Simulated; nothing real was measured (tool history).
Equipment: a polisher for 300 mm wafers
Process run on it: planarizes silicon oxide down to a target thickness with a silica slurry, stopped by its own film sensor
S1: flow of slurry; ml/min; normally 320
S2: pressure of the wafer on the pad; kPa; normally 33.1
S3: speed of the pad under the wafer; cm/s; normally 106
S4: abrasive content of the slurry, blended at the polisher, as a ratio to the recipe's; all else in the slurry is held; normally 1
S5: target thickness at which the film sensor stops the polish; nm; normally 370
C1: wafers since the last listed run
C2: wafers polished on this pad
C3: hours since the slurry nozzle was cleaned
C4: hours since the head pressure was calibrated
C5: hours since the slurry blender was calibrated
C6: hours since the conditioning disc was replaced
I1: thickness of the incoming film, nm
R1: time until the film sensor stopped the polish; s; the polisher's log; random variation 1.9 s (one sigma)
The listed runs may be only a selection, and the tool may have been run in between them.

{"run": 1, "hour": 0.0, "S1": 320, "S2": 33.1, "S3": 106, "S4": 1, "S5": 370, "C1": 0, "C2": 589, "C3": 118.6, "C4": 491.1, "C5": 158.4, "C6": 201.1, "I1": 751.9, "R1": 127.9}
{"run": 2, "hour": 26.6, "S1": 320, "S2": 33.1, "S3": 106, "S4": 1, "S5": 370, "C1": 285, "C2": 874, "C3": 145.2, "C4": 517.7, "C5": 185, "C6": 227.7, "I1": 761.9, "R1": 133.2}
{"hour": 48.6, "done": "conditioning disc replaced and pad reconditioned"}
{"run": 3, "hour": 56.0, "S1": 260, "S2": 33.1, "S3": 106, "S4": 1, "S5": 370, "C1": 293, "C2": 1168, "C3": 174.6, "C4": 547.1, "C5": 214.4, "C6": 7.4, "I1": 748.7, "R1": 130}
{"hour": 132.7, "done": "slurry blender recalibrated"}
{"run": 4, "hour": 138.3, "S1": 260, "S2": 33.1, "S3": 106, "S4": 1, "S5": 370, "C1": 861, "C2": 2029, "C3": 256.9, "C4": 629.4, "C5": 5.6, "C6": 89.7, "I1": 736.7, "R1": 126.4}
{"hour": 208.7, "done": "worn pad replaced by a new one"}
{"run": 5, "hour": 209.2, "S1": 260, "S2": 33.1, "S3": 106, "S4": 1, "S5": 370, "C1": 717, "C2": 5, "C3": 327.8, "C4": 700.3, "C5": 76.5, "C6": 160.6, "I1": 748, "R1": 132}
{"run": 6, "hour": 267.2, "S1": 320, "S2": 33.1, "S3": 86, "S4": 1, "S5": 370, "C1": 622, "C2": 627, "C3": 385.8, "C4": 758.3, "C5": 134.5, "C6": 218.6, "I1": 766.1, "R1": 151.1}
{"run": 7, "hour": 305.9, "S1": 320, "S2": 33.1, "S3": 106, "S4": 1, "S5": 370, "C1": 415, "C2": 1042, "C3": 424.5, "C4": 797, "C5": 173.2, "C6": 257.3, "I1": 741.9, "R1": 129.2}
{"hour": 336.7, "done": "conditioning disc replaced and pad reconditioned"}
{"run": 8, "hour": 368.7, "S1": 320, "S2": 33.1, "S3": 106, "S4": 1, "S5": 370, "C1": 652, "C2": 1694, "C3": 487.3, "C4": 859.8, "C5": 236, "C6": 32, "I1": 742.8, "R1": 128}
{"hour": 386.7, "done": "slurry nozzle cleaned"}
{"hour": 400.0, "done": "slurry blender recalibrated"}
{"run": 9, "hour": 409.0, "S1": 320, "S2": 33.1, "S3": 106, "S4": 1, "S5": 370, "C1": 400, "C2": 2094, "C3": 22.3, "C4": 900.1, "C5": 9, "C6": 72.3, "I1": 746.9, "R1": 131}
{"hour": 441.7, "done": "worn pad replaced by a new one"}
{"run": 10, "hour": 479.9, "S1": 320, "S2": 33.1, "S3": 126, "S4": 1.1, "S5": 370, "C1": 717, "C2": 409, "C3": 93.2, "C4": 971, "C5": 79.9, "C6": 143.2, "I1": 751.3, "R1": 110.5}
{"run": 11, "hour": 544.0, "S1": 320, "S2": 33.1, "S3": 126, "S4": 1.1, "S5": 370, "C1": 687, "C2": 1097, "C3": 157.3, "C4": 1035.1, "C5": 144, "C6": 207.3, "I1": 751.4, "R1": 114.9}
{"hour": 600.8, "done": "conditioning disc replaced and pad reconditioned"}
{"run": 12, "hour": 644.7, "S1": 385, "S2": 33.1, "S3": 122, "S4": 1, "S5": 370, "C1": 1058, "C2": 2155, "C3": 258, "C4": 1135.8, "C5": 244.7, "C6": 43.9, "I1": 757.7, "R1": 119.7}
{"hour": 699.8, "done": "slurry blender recalibrated"}
{"run": 13, "hour": 714.1, "S1": 320, "S2": 41.4, "S3": 106, "S4": 1.3, "S5": 314, "C1": 722, "C2": 2878, "C3": 327.4, "C4": 1205.2, "C5": 14.3, "C6": 113.3, "I1": 751.9, "R1": 105.9}
{"hour": 725.6, "done": "worn pad replaced by a new one"}
{"hour": 755.7, "done": "head pressure recalibrated"}
{"run": 14, "hour": 767.7, "S1": 320, "S2": 33.1, "S3": 106, "S4": 1, "S5": 370, "C1": 510, "C2": 430, "C3": 381, "C4": 12, "C5": 67.9, "C6": 166.9, "I1": 745.6, "R1": 123.2}
{"run": 15, "hour": 803.3, "S1": 385, "S2": 33.1, "S3": 106, "S4": 1.25, "S5": 370, "C1": 381, "C2": 812, "C3": 416.6, "C4": 47.6, "C5": 103.5, "C6": 202.5, "I1": 753.2, "R1": 115}
{"run": 16, "hour": 858.0, "S1": 420, "S2": 44.1, "S3": 128, "S4": 0.85, "S5": 370, "C1": 586, "C2": 1398, "C3": 471.3, "C4": 102.3, "C5": 158.2, "C6": 257.2, "I1": 751.5, "R1": 99.8}
{"run": 17, "hour": 884.3, "S1": 320, "S2": 33.1, "S3": 106, "S4": 1, "S5": 370, "C1": 282, "C2": 1680, "C3": 497.6, "C4": 128.6, "C5": 184.5, "C6": 283.5, "I1": 744.9, "R1": 125}
{"hour": 902.9, "done": "conditioning disc replaced and pad reconditioned"}
{"hour": 915.9, "done": "slurry nozzle cleaned"}
{"run": 18, "hour": 919.0, "S1": 320, "S2": 33.1, "S3": 138, "S4": 1, "S5": 370, "C1": 340, "C2": 2020, "C3": 3.1, "C4": 163.3, "C5": 219.2, "C6": 16.1, "I1": 758.2, "R1": 115}
{"hour": 949.1, "done": "slurry blender recalibrated"}
{"run": 19, "hour": 968.8, "S1": 320, "S2": 24.8, "S3": 106, "S4": 1, "S5": 484, "C1": 512, "C2": 2533, "C3": 52.9, "C4": 213.1, "C5": 19.7, "C6": 65.9, "I1": 765.4, "R1": 120.2}
{"run": 20, "hour": 997.1, "S1": 275, "S2": 22.1, "S3": 106, "S4": 1, "S5": 370, "C1": 303, "C2": 2837, "C3": 81.2, "C4": 241.4, "C5": 48, "C6": 94.2, "I1": 761, "R1": 188.7}
{"hour": 1005.9, "done": "worn pad replaced by a new one"}
{"run": 21, "hour": 1046.3, "S1": 320, "S2": 22.8, "S3": 106, "S4": 0.85, "S5": 370, "C1": 484, "C2": 433, "C3": 130.4, "C4": 290.6, "C5": 97.2, "C6": 143.4, "I1": 745.8, "R1": 198}
{"run": 22, "hour": 1116.9, "S1": 320, "S2": 33.1, "S3": 106, "S4": 0.8, "S5": 370, "C1": 757, "C2": 1190, "C3": 201, "C4": 361.2, "C5": 167.8, "C6": 214, "I1": 741.5, "R1": 147.6}
{"run": 23, "hour": 1162.7, "S1": 400, "S2": 33.1, "S3": 106, "S4": 1, "S5": 370, "C1": 491, "C2": 1681, "C3": 246.8, "C4": 407, "C5": 213.6, "C6": 259.8, "I1": 751.4, "R1": 130.6}
{"hour": 1172.2, "done": "conditioning disc replaced and pad reconditioned"}
{"run": 24, "hour": 1212.7, "S1": 320, "S2": 33.1, "S3": 106, "S4": 1, "S5": 370, "C1": 514, "C2": 2196, "C3": 296.8, "C4": 457, "C5": 263.6, "C6": 40.5, "I1": 739.9, "R1": 127.4}
{"hour": 1254.4, "done": "slurry blender recalibrated"}
{"run": 25, "hour": 1281.5, "S1": 320, "S2": 37.2, "S3": 124, "S4": 1, "S5": 370, "C1": 716, "C2": 2913, "C3": 365.6, "C4": 525.8, "C5": 27.1, "C6": 109.3, "I1": 755.5, "R1": 104.9}

Run-by-run hidden state of the tool:
removal rate lost through wear of the pad, %: 0, the same for each run
slurry flow missing at the pad, %: 0, the same for each run
deviation of the head's pressure from its setpoint, %: 0, the same for each run
abrasive missing from the slurry, %: 0, the same for each run
time polished since the conditioner stopped cutting, s: 0, the same for each run
